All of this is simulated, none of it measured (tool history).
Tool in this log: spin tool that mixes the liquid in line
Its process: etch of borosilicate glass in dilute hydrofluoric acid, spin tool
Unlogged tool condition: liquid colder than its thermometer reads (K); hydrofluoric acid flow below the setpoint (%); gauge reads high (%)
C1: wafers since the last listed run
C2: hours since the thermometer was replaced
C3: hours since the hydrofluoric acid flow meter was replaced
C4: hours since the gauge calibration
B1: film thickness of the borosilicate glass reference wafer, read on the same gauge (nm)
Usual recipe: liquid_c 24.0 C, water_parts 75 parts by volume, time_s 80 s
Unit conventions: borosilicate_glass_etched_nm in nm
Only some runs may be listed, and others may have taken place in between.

run 1 day=0.000 | liquid_c=24.0 water_parts=75 time_s=80 | C1=0 C2=1418.9 C3=1082.4 C4=1246.7 | B1=80.02 | borosilicate_glass_etched_nm=20.00
run 2 day=1.612 | liquid_c=24.0 water_parts=75 time_s=80 | C1=259 C2=1457.6 C3=1121.1 C4=1285.4 | B1=80.02 | borosilicate_glass_etched_nm=20.11
run 3 day=4.017 | liquid_c=24.0 water_parts=75 time_s=80 | C1=387 C2=1515.3 C3=1178.8 C4=1343.1 | B1=80.00 | borosilicate_glass_etched_nm=19.72
run 4 day=6.583 | liquid_c=24.0 water_parts=75 time_s=80 | C1=413 C2=1576.9 C3=1240.4 C4=1404.7 | B1=80.01 | borosilicate_glass_etched_nm=19.87
run 5 day=9.192 | liquid_c=24.0 water_parts=75 time_s=80 | C1=420 C2=1639.5 C3=1303.0 C4=1467.3 | B1=80.02 | borosilicate_glass_etched_nm=19.96
run 6 day=12.129 | liquid_c=24.0 water_parts=75 time_s=80 | C1=473 C2=1710.0 C3=1373.5 C4=1537.8 | B1=79.98 | borosilicate_glass_etched_nm=19.70
run 7 day=14.962 | liquid_c=24.0 water_parts=75 time_s=80 | C1=456 C2=1778.0 C3=1441.5 C4=1605.8 | B1=79.96 | borosilicate_glass_etched_nm=19.44
run 8 day=16.612 | liquid_c=24.0 water_parts=75 time_s=80 | C1=265 C2=1817.6 C3=1481.1 C4=1645.4 | B1=79.99 | borosilicate_glass_etched_nm=19.62
run 9 day=18.529 | liquid_c=24.0 water_parts=85 time_s=80 | C1=308 C2=1863.6 C3=1527.1 C4=1691.4 | B1=80.04 | borosilicate_glass_etched_nm=16.94
run 10 day=20.304 | liquid_c=27.5 water_parts=75 time_s=125 | C1=285 C2=1906.2 C3=1569.7 C4=1734.0 | B1=79.98 | borosilicate_glass_etched_nm=34.83
run 11 day=21.988 | liquid_c=20.0 water_parts=75 time_s=105 | C1=271 C2=1946.6 C3=1610.1 C4=1774.4 | B1=79.94 | borosilicate_glass_etched_nm=21.74
run 12 day=24.688 | liquid_c=24.0 water_parts=75 time_s=80 | C1=434 C2=2011.4 C3=1674.9 C4=1839.2 | B1=79.99 | borosilicate_glass_etched_nm=19.41
run 13 day=25.779 | liquid_c=25.5 water_parts=50 time_s=40 | C1=175 C2=2037.6 C3=1701.1 C4=1865.4 | B1=80.06 | borosilicate_glass_etched_nm=16.06
run 14 day=34.200 | liquid_c=28.0 water_parts=35 time_s=80 | C1=1356 C2=2239.7 C3=1903.2 C4=2067.5 | B1=79.97 | borosilicate_glass_etched_nm=51.22
run 15 day=35.942 | liquid_c=20.0 water_parts=75 time_s=105 | C1=280 C2=2281.5 C3=1945.0 C4=2109.3 | B1=80.07 | borosilicate_glass_etched_nm=21.23
run 16 day=38.008 | liquid_c=21.0 water_parts=105 time_s=115 | C1=332 C2=2331.1 C3=1994.6 C4=2158.9 | B1=80.00 | borosilicate_glass_etched_nm=16.65
-- day=39.021 gauge calibrated
run 17 day=39.108 | liquid_c=24.0 water_parts=75 time_s=80 | C1=177 C2=2357.5 C3=2021.0 C4=2.1 | B1=80.02 | borosilicate_glass_etched_nm=19.04
run 18 day=40.592 | liquid_c=29.0 water_parts=50 time_s=80 | C1=238 C2=2393.1 C3=2056.6 C4=37.7 | B1=79.99 | borosilicate_glass_etched_nm=36.33
-- day=41.912 thermometer replaced
run 19 day=43.317 | liquid_c=24.0 water_parts=75 time_s=80 | C1=432 C2=33.7 C3=2122.0 C4=103.1 | B1=79.97 | borosilicate_glass_etched_nm=20.27
run 20 day=44.500 | liquid_c=24.0 water_parts=75 time_s=80 | C1=190 C2=62.1 C3=2150.4 C4=131.5 | B1=80.02 | borosilicate_glass_etched_nm=20.00
run 21 day=46.138 | liquid_c=22.0 water_parts=90 time_s=40 | C1=263 C2=101.4 C3=2189.7 C4=170.8 | B1=79.97 | borosilicate_glass_etched_nm=7.49
run 22 day=47.554 | liquid_c=24.0 water_parts=75 time_s=80 | C1=228 C2=135.4 C3=2223.7 C4=204.8 | B1=80.02 | borosilicate_glass_etched_nm=19.85
run 23 day=49.875 | liquid_c=24.0 water_parts=75 time_s=80 | C1=373 C2=191.1 C3=2279.4 C4=260.5 | B1=80.04 | borosilicate_glass_etched_nm=20.03
-- day=49.992 hydrofluoric acid flow meter replaced
run 24 day=52.142 | liquid_c=28.5 water_parts=50 time_s=50 | C1=358 C2=245.5 C3=51.6 C4=314.9 | B1=80.05 | borosilicate_glass_etched_nm=24.56
run 25 day=54.371 | liquid_c=27.0 water_parts=115 time_s=35 | C1=359 C2=299.0 C3=105.1 C4=368.4 | B1=80.01 | borosilicate_glass_etched_nm=6.42
run 26 day=56.412 | liquid_c=24.0 water_parts=75 time_s=80 | C1=328 C2=348.0 C3=154.1 C4=417.4 | B1=80.00 | borosilicate_glass_etched_nm=20.77
run 27 day=58.421 | liquid_c=24.0 water_parts=40 time_s=95 | C1=323 C2=396.2 C3=202.3 C4=465.6 | B1=80.01 | borosilicate_glass_etched_nm=48.57
run 28 day=60.854 | liquid_c=27.0 water_parts=90 time_s=50 | C1=391 C2=454.6 C3=260.7 C4=524.0 | B1=80.00 | borosilicate_glass_etched_nm=11.84
run 29 day=62.617 | liquid_c=21.5 water_parts=75 time_s=80 | C1=283 C2=496.9 C3=303.0 C4=566.3 | B1=80.00 | borosilicate_glass_etched_nm=18.78
run 30 day=64.962 | liquid_c=21.5 water_parts=115 time_s=45 | C1=377 C2=553.2 C3=359.3 C4=622.6 | B1=79.98 | borosilicate_glass_etched_nm=6.55
run 31 day=66.738 | liquid_c=28.0 water_parts=75 time_s=55 | C1=285 C2=595.8 C3=401.9 C4=665.2 | B1=80.00 | borosilicate_glass_etched_nm=16.70
run 32 day=68.775 | liquid_c=24.0 water_parts=75 time_s=80 | C1=328 C2=644.7 C3=450.8 C4=714.1 | B1=79.98 | borosilicate_glass_etched_nm=20.54

Predict each of these 5 candidate next runs independently; none follows another, all start after run 32:
run A day=68.792 | liquid_c=24.0 water_parts=75 time_s=80 | C1=2 C2=645.1 C3=451.2 C4=714.5 | B1=? | borosilicate_glass_etched_nm=?
run B day=68.792 | liquid_c=21.5 water_parts=90 time_s=110 | C1=2 C2=645.1 C3=451.2 C4=714.5 | B1=? | borosilicate_glass_etched_nm=?
run C day=68.792 | liquid_c=25.5 water_parts=50 time_s=80 | C1=2 C2=645.1 C3=451.2 C4=714.5 | B1=? | borosilicate_glass_etched_nm=?
run D day=68.792 | liquid_c=28.0 water_parts=40 time_s=80 | C1=2 C2=645.1 C3=451.2 C4=714.5 | B1=? | borosilicate_glass_etched_nm=?
run E day=68.792 | liquid_c=22.0 water_parts=95 time_s=105 | C1=2 C2=645.1 C3=451.2 C4=714.5 | B1=? | borosilicate_glass_etched_nm=?

run=A B1=79.97 borosilicate_glass_etched_nm=20.73
run=B B1=79.97 borosilicate_glass_etched_nm=21.06
run=C B1=79.97 borosilicate_glass_etched_nm=34.16
run=D B1=79.97 borosilicate_glass_etched_nm=47.94
run=E B1=79.97 borosilicate_glass_etched_nm=19.32
Without the tool's unlogged condition, the same runs would have read:
run=A borosilicate_glass_etched_nm=21.46
run=B borosilicate_glass_etched_nm=21.82
run=C borosilicate_glass_etched_nm=35.37
run=D borosilicate_glass_etched_nm=49.61
run=E borosilicate_glass_etched_nm=20.02

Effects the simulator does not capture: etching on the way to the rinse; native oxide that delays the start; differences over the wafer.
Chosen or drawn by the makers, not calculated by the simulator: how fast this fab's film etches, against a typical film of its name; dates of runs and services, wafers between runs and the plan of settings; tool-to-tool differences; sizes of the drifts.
